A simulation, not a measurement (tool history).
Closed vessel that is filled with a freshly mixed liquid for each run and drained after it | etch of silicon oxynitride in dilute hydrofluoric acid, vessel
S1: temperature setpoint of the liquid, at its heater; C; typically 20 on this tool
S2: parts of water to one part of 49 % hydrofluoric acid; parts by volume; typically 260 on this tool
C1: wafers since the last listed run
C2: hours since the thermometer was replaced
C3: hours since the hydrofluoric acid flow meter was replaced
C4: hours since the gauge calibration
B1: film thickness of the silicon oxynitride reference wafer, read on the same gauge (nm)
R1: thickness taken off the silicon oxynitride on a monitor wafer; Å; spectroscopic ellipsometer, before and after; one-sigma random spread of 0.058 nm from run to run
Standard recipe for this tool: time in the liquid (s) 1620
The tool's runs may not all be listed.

Run 1, hour 0: usual settings; C1 0; C2 1001.2; C3 1211.5; C4 175.3; B1 59.99. Result: R1 75.5 Å.
Run 2, hour 13.4: usual settings; C1 519; C2 1014.6; C3 1224.9; C4 188.7; B1 60.01. Result: R1 76.3 Å.
At hour 23.1: gauge calibrated.
Run 3, hour 30: usual settings; C1 643; C2 1031.2; C3 1241.5; C4 6.9; B1 60. Result: R1 74.8 Å.
Run 4, hour 37.4: usual settings but time in the liquid (s) 1820; C1 286; C2 1038.6; C3 1248.9; C4 14.3; B1 60. Result: R1 84.9 Å.
Run 5, hour 45.7: usual settings but time in the liquid (s) 1820; C1 321; C2 1046.9; C3 1257.2; C4 22.6; B1 60. Result: R1 83.2 Å.
Run 6, hour 59.5: usual settings but time in the liquid (s) 1820; C1 534; C2 1060.7; C3 1271; C4 36.4; B1 60. Result: R1 84.6 Å.
Run 7, hour 75.8: usual settings; C1 631; C2 1077; C3 1287.3; C4 52.7; B1 60.01. Result: R1 74.7 Å.
Run 8, hour 90.4: usual settings; C1 565; C2 1091.6; C3 1301.9; C4 67.3; B1 60.02. Result: R1 74.6 Å.
Run 9, hour 106.6: usual settings; C1 627; C2 1107.8; C3 1318.1; C4 83.5; B1 59.99. Result: R1 74.7 Å.
At hour 115.9: hydrofluoric acid flow meter replaced.
Run 10, hour 117.3: usual settings but S2 360 parts by volume; C1 375; C2 1118.5; C3 1.4; C4 94.2; B1 60.02. Result: R1 60 Å.
Run 11, hour 130: usual settings but S2 360 parts by volume; C1 492; C2 1131.2; C3 14.1; C4 106.9; B1 59.98. Result: R1 59.5 Å.
Run 12, hour 146.8: usual settings; C1 651; C2 1148; C3 30.9; C4 123.7; B1 60. Result: R1 88.3 Å.
At hour 159.1: thermometer replaced.
Run 13, hour 162: usual settings but S2 345 parts by volume; C1 550; C2 2.9; C3 46.1; C4 138.9; B1 60.02. Result: R1 62.2 Å.
Run 14, hour 168.7: usual settings but S1 18.5 C; C1 259; C2 9.6; C3 52.8; C4 145.6; B1 60. Result: R1 81.9 Å.
Run 15, hour 179.6: usual settings; C1 422; C2 20.5; C3 63.7; C4 156.5; B1 60.01. Result: R1 87.1 Å.
Run 16, hour 187.4: usual settings; C1 302; C2 28.3; C3 71.5; C4 164.3; B1 59.99. Result: R1 86.7 Å.
Run 17, hour 197.1: usual settings but S1 25 C, S2 320 parts by volume, time in the liquid (s) 2430; C1 375; C2 38; C3 81.2; C4 174; B1 59.99. Result: R1 125.8 Å.
Run 18, hour 208.8: usual settings but S1 17 C, S2 180 parts by volume, time in the liquid (s) 2165; C1 453; C2 49.7; C3 92.9; C4 185.7; B1 60.01. Result: R1 153.3 Å.
Run 19, hour 225.6: usual settings but S2 145 parts by volume; C1 651; C2 66.5; C3 109.7; C4 202.5; B1 60. Result: R1 170.5 Å.

Run 20 is up next; what results do you expect?
Run 20, hour 235.2: usual settings but S2 180 parts by volume, time in the liquid (s) 855; C1 372; C2 76.1; C3 119.3; C4 212.1; B1 ?. Result: R1 ?.

B1: 60
R1: 69.5 Å
Were there no unlogged condition in the tool, this run, its random variation unchanged, would have produced R1 70.3 Å.
